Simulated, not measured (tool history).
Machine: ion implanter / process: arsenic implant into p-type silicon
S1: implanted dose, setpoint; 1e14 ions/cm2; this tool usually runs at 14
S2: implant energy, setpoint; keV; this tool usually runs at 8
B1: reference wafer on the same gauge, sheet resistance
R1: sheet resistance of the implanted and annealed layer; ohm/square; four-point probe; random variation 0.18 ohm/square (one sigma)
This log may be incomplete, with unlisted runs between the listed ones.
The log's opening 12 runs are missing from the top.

run 13 day=6.467 | S1=14 S2=8 | B1=134.01 | R1=119.3
run 14 day=6.962 | S1=14 S2=8 | B1=134.02 | R1=119.18
run 15 day=7.692 | S1=14 S2=8 | B1=134.02 | R1=119.4
run 16 day=8.158 | S1=14 S2=8 | B1=133.96 | R1=119.65
run 17 day=8.542 | S1=10.48 S2=10.5 | B1=133.95 | R1=135.46
-- day=8.629 gauge calibrated
run 18 day=9.079 | S1=14 S2=8 | B1=133.93 | R1=119.4
-- day=9.683 extraction supply calibrated
-- day=10 Faraday cup replaced and dose calibrated
run 19 day=10.021 | S1=12.7 S2=8 | B1=134.07 | R1=123.31
run 20 day=10.429 | S1=17.53 S2=9.5 | B1=133.99 | R1=108.54
run 21 day=11.004 | S1=18.11 S2=10.5 | B1=134.07 | R1=106.62
run 22 day=11.55 | S1=14 S2=8 | B1=134.04 | R1=118.64
run 23 day=12.154 | S1=14 S2=8 | B1=133.99 | R1=118.49
run 24 day=12.612 | S1=17.02 S2=5.5 | B1=134 | R1=112.91
run 25 day=13.267 | S1=14 S2=9.5 | B1=134 | R1=116.96
run 26 day=13.658 | S1=12.7 S2=8 | B1=133.94 | R1=123.13
run 27 day=14.092 | S1=10.82 S2=8 | B1=134.03 | R1=133.11
run 28 day=14.35 | S1=15.89 S2=5.5 | B1=134.01 | R1=115.17
run 29 day=14.621 | S1=14 S2=8 | B1=134.01 | R1=118.18
-- day=15.425 Faraday cup replaced and dose calibrated, repeated, since the last time left the tool worse
run 30 day=15.446 | S1=14 S2=7.5 | B1=134.09 | R1=121.78
run 31 day=15.633 | S1=12.34 S2=8 | B1=133.97 | R1=128.52
run 32 day=16.342 | S1=12.18 S2=6.5 | B1=134.05 | R1=130.34

Run 33 comes next. What will it give?
run 33 day=17.083 | S1=15.29 S2=9.5 | B1=? | R1=?

Run 33 yielded B1 133.98, R1 115.8 ohm/square.
With the hidden condition absent and the run-to-run variation left alone, this run would have shown R1 115.83 ohm/square.
